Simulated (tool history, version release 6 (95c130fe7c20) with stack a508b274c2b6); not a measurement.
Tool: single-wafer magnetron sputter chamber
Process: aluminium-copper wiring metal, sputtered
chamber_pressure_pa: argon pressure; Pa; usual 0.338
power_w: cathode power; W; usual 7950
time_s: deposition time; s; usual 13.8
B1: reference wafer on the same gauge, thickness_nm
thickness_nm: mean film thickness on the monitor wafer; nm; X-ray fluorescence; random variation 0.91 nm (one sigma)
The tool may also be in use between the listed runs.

{"run": 1, "hour": 0.0, "chamber_pressure_pa": 0.446, "power_w": 8800, "time_s": 13.8, "B1": 211.286, "thickness_nm": 201.218}
{"hour": 51.5, "done": "sputter target and shields replaced"}
{"run": 2, "hour": 60.3, "chamber_pressure_pa": 0.446, "power_w": 8800, "time_s": 13.8, "B1": 211.136, "thickness_nm": 202.671}
{"run": 3, "hour": 122.8, "chamber_pressure_pa": 0.446, "power_w": 8800, "time_s": 13.8, "B1": 211.063, "thickness_nm": 200.731}
{"run": 4, "hour": 147.0, "chamber_pressure_pa": 0.338, "power_w": 7950, "time_s": 11.9, "B1": 211.017, "thickness_nm": 163.765}
{"run": 5, "hour": 185.8, "chamber_pressure_pa": 0.338, "power_w": 7950, "time_s": 11.9, "B1": 210.795, "thickness_nm": 164.519}
{"run": 6, "hour": 239.1, "chamber_pressure_pa": 0.338, "power_w": 7950, "time_s": 13.8, "B1": 210.829, "thickness_nm": 191.573}
{"hour": 268.2, "done": "sputter target and shields replaced"}
{"run": 7, "hour": 276.2, "chamber_pressure_pa": 0.338, "power_w": 9500, "time_s": 13.8, "B1": 211.02, "thickness_nm": 230.114}
{"run": 8, "hour": 345.0, "chamber_pressure_pa": 0.338, "power_w": 7950, "time_s": 13.8, "B1": 210.969, "thickness_nm": 189.979}
{"run": 9, "hour": 406.4, "chamber_pressure_pa": 0.338, "power_w": 7950, "time_s": 13.8, "B1": 211.127, "thickness_nm": 190.071}
{"run": 10, "hour": 449.6, "chamber_pressure_pa": 0.338, "power_w": 7950, "time_s": 13.8, "B1": 210.8, "thickness_nm": 191.207}
{"hour": 480.5, "done": "sputter target and shields replaced"}
{"hour": 489.9, "done": "gauge calibrated"}
{"run": 11, "hour": 518.2, "chamber_pressure_pa": 0.422, "power_w": 6400, "time_s": 16.4, "B1": 211.315, "thickness_nm": 174.678}
{"run": 12, "hour": 572.3, "chamber_pressure_pa": 0.338, "power_w": 7950, "time_s": 13.8, "B1": 210.448, "thickness_nm": 189.955}
{"hour": 705.7, "done": "magnet pack replaced"}
{"hour": 750.5, "done": "sputter target and shields replaced"}
{"run": 13, "hour": 775.6, "chamber_pressure_pa": 0.338, "power_w": 7950, "time_s": 13.8, "B1": 211.045, "thickness_nm": 189.617}
{"run": 14, "hour": 822.6, "chamber_pressure_pa": 0.453, "power_w": 7950, "time_s": 13.8, "B1": 211.469, "thickness_nm": 178.835}
{"run": 15, "hour": 856.4, "chamber_pressure_pa": 0.286, "power_w": 8700, "time_s": 11.8, "B1": 210.858, "thickness_nm": 181.689}
{"hour": 887.1, "done": "capacitance manometer re-zeroed and calibrated"}
{"run": 16, "hour": 889.8, "chamber_pressure_pa": 0.422, "power_w": 6600, "time_s": 13.8, "B1": 211.552, "thickness_nm": 156.173}
{"run": 17, "hour": 956.4, "chamber_pressure_pa": 0.338, "power_w": 7950, "time_s": 13.8, "B1": 210.698, "thickness_nm": 194.036}
{"hour": 997.9, "done": "sputter target and shields replaced"}
{"run": 18, "hour": 1100.5, "chamber_pressure_pa": 0.418, "power_w": 7950, "time_s": 13.8, "B1": 211.13, "thickness_nm": 185.07}
{"run": 19, "hour": 1166.8, "chamber_pressure_pa": 0.412, "power_w": 7050, "time_s": 13.8, "B1": 210.986, "thickness_nm": 165.041}
{"hour": 1208.6, "done": "sputter target and shields replaced"}
{"run": 20, "hour": 1209.1, "chamber_pressure_pa": 0.338, "power_w": 7950, "time_s": 12.3, "B1": 210.754, "thickness_nm": 172.183}
{"run": 21, "hour": 1233.5, "chamber_pressure_pa": 0.46, "power_w": 7000, "time_s": 15.3, "B1": 211.079, "thickness_nm": 176.33}

Forecast each of these 3 alternatives for the next run:
{"run": "A", "hour": 1233.9, "chamber_pressure_pa": 0.338, "power_w": 7950, "time_s": 13.8, "B1": "?", "thickness_nm": "?"}
{"run": "B", "hour": 1233.9, "chamber_pressure_pa": 0.238, "power_w": 9700, "time_s": 13.8, "B1": "?", "thickness_nm": "?"}
{"run": "C", "hour": 1233.9, "chamber_pressure_pa": 0.338, "power_w": 7950, "time_s": 11.2, "B1": "?", "thickness_nm": "?"}

run=A B1=211.013 thickness_nm=192.330
run=B B1=211.013 thickness_nm=246.562
run=C B1=211.013 thickness_nm=156.094
Without the tool's hidden state the same runs would have given:
run=A thickness_nm=193.751
run=B thickness_nm=247.927
run=C thickness_nm=157.247
